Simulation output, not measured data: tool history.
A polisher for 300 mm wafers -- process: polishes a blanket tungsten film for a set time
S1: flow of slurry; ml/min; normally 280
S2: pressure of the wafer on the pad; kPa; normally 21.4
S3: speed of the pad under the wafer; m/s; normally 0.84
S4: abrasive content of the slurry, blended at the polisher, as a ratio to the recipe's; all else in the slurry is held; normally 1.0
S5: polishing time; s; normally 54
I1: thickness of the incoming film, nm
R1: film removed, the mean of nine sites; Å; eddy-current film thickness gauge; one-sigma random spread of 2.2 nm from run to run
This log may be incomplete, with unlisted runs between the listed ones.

run   hour   S1    S2    S3   S4  S5      I1    R1
  1    0.0  280  21.4  0.84  0.9  68  1488.9  2058
      25.9  -- worn pad replaced by a new one
      30.6  -- slurry tank refilled with fresh slurry and peroxide
  2   31.1  280  21.4  0.84  1.0  54  1487.7  1662
      50.1  -- slurry nozzle cleaned
  3   51.0  280  21.4  0.84  0.8  54  1489.2  1527
  4   66.5  280  21.4  0.84  0.8  54  1515.3  1556
  5   86.7  280  21.4  0.84  0.8  54  1478.9  1524
      99.8  -- slurry blender recalibrated
  6  106.6  280  16.5  0.84  1.0  54  1508.1  1380
     135.8  -- worn pad replaced by a new one
  7  136.3  280  16.5  0.84  1.0  54  1526.1  1378
  8  158.4  280  21.4  0.84  1.0  54  1490.1  1688
     174.4  -- slurry tank refilled with fresh slurry and peroxide
  9  176.9  280  21.4  0.84  1.0  54  1502.0  1660
     196.7  -- head pressure recalibrated
     204.8  -- slurry blender recalibrated
 10  208.9  280  21.4  0.84  1.0  54  1498.5  1673

Run 11 has not been measured yet. What should we expect?
     240.5  -- worn pad replaced by a new one
 11  243.5  355  14.5  0.62  1.0  42  1503.0   ?

For run 11 the tool returned R1 835 Å.
If the tool had no hidden condition, the same run with the same run-to-run variation would have returned R1 835 Å.
